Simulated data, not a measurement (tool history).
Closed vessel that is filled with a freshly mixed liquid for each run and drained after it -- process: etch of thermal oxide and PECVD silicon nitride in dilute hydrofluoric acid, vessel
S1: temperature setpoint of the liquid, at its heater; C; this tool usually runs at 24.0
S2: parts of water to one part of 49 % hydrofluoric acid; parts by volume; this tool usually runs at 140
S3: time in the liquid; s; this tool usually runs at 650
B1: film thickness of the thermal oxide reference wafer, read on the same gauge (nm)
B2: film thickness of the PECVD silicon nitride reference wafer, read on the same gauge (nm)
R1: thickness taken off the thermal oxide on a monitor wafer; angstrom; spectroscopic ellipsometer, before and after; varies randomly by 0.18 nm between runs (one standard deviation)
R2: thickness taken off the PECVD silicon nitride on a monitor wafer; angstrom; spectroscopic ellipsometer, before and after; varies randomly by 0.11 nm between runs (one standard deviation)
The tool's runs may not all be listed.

Run 1, hour 0.0: usual settings; B1 129.99; B2 129.99. Result: R1 167.7 angstrom, R2 97.1 angstrom.
Run 2, hour 17.8: usual settings but S1 26.5 C; B1 130.02; B2 129.99. Result: R1 184.7 angstrom, R2 111.3 angstrom.
Run 3, hour 38.3: usual settings; B1 130.01; B2 130.02. Result: R1 166.5 angstrom, R2 93.9 angstrom.
Run 4, hour 51.6: usual settings but S2 120 parts by volume; B1 129.98; B2 130.00. Result: R1 201.4 angstrom, R2 108.0 angstrom.
Run 5, hour 80.8: usual settings but S2 120 parts by volume; B1 129.99; B2 130.01. Result: R1 199.6 angstrom, R2 111.8 angstrom.
Run 6, hour 113.5: usual settings but S1 27.0 C, S2 165 parts by volume; B1 129.99; B2 130.00. Result: R1 152.6 angstrom, R2 97.0 angstrom.
Run 7, hour 143.9: usual settings but S1 27.0 C, S2 165 parts by volume; B1 130.00; B2 130.00. Result: R1 153.3 angstrom, R2 94.6 angstrom.
Run 8, hour 173.8: usual settings but S2 160 parts by volume; B1 129.98; B2 130.02. Result: R1 142.9 angstrom, R2 81.9 angstrom.
Run 9, hour 193.9: usual settings but S1 21.0 C, S2 175 parts by volume; B1 130.02; B2 130.00. Result: R1 114.1 angstrom, R2 62.9 angstrom.
Run 10, hour 218.2: usual settings; B1 130.00; B2 129.98. Result: R1 167.3 angstrom, R2 94.9 angstrom.
At hour 235.2: hydrofluoric acid flow meter replaced.
Run 11, hour 241.3: usual settings but S1 28.0 C, S3 345 s; B1 130.03; B2 130.01. Result: R1 118.0 angstrom, R2 73.1 angstrom.
Run 12, hour 260.4: usual settings but S1 22.0 C, S2 115 parts by volume; B1 130.00; B2 130.00. Result: R1 222.5 angstrom, R2 111.7 angstrom.
Run 13, hour 285.4: usual settings; B1 130.00; B2 129.99. Result: R1 190.1 angstrom, R2 106.2 angstrom.
Run 14, hour 319.4: usual settings but S1 28.0 C, S2 170 parts by volume; B1 130.00; B2 130.01. Result: R1 173.1 angstrom, R2 111.2 angstrom.
Run 15, hour 346.4: usual settings but S1 22.0 C, S2 180 parts by volume, S3 755 s; B1 130.02; B2 130.00. Result: R1 151.7 angstrom, R2 82.0 angstrom.
Run 16, hour 365.7: usual settings but S2 70 parts by volume, S3 860 s; B1 129.99; B2 129.98. Result: R1 541.9 angstrom, R2 276.5 angstrom.
Run 17, hour 383.2: usual settings but S2 110 parts by volume, S3 320 s; B1 129.99; B2 130.01. Result: R1 121.7 angstrom, R2 65.7 angstrom.
Run 18, hour 410.3: usual settings but S1 21.0 C, S3 1020 s; B1 130.00; B2 129.99. Result: R1 264.8 angstrom, R2 135.3 angstrom.
At hour 412.5: thermometer replaced.
Run 19, hour 431.5: usual settings; B1 130.01; B2 130.00. Result: R1 190.6 angstrom, R2 103.7 angstrom.
Run 20, hour 450.5: usual settings but S1 21.0 C, S2 70 parts by volume, S3 370 s; B1 129.98; B2 130.02. Result: R1 207.9 angstrom, R2 96.4 angstrom.
At hour 454.6: gauge calibrated.
Run 21, hour 466.2: usual settings but S3 990 s; B1 129.99; B2 130.03. Result: R1 287.5 angstrom, R2 158.6 angstrom.
Run 22, hour 509.3: usual settings but S2 175 parts by volume, S3 1020 s; B1 129.97; B2 129.98. Result: R1 224.2 angstrom, R2 129.9 angstrom.
Run 23, hour 534.9: usual settings but S1 21.0 C, S2 160 parts by volume, S3 380 s; B1 129.99; B2 129.99. Result: R1 82.7 angstrom, R2 44.2 angstrom.
Run 24, hour 562.9: usual settings; B1 130.00; B2 130.01. Result: R1 187.9 angstrom, R2 103.7 angstrom.
Run 25, hour 590.4: usual settings but S1 27.0 C, S2 105 parts by volume, S3 795 s; B1 130.00; B2 130.02. Result: R1 359.4 angstrom, R2 204.6 angstrom.
Run 26, hour 623.5: usual settings but S1 21.0 C, S2 175 parts by volume, S3 370 s; B1 130.01; B2 129.98. Result: R1 71.7 angstrom, R2 39.2 angstrom.

Predict each of these 3 candidate next runs independently; none follows another, all start after run 26:
Run A, hour 624.3: usual settings but S1 27.5 C; B1 ?; B2 ?. Result: R1 ?, R2 ?.
Run B, hour 624.3: usual settings but S1 21.5 C, S2 205 parts by volume, S3 1025 s; B1 ?; B2 ?. Result: R1 ?, R2 ?.
Run C, hour 624.3: usual settings but S1 28.0 C, S2 195 parts by volume, S3 840 s; B1 ?; B2 ?. Result: R1 ?, R2 ?.

run      B1      B2     R1     R2
  A  130.02  129.99  213.9  128.6
  B  130.02  129.99  170.7   94.9
  C  130.02  129.99  188.5  122.8
What these runs would have given with no unlogged condition in the tool:
run     R1     R2
  A  227.7  135.6
  B  182.0  100.0
  C  201.2  129.5
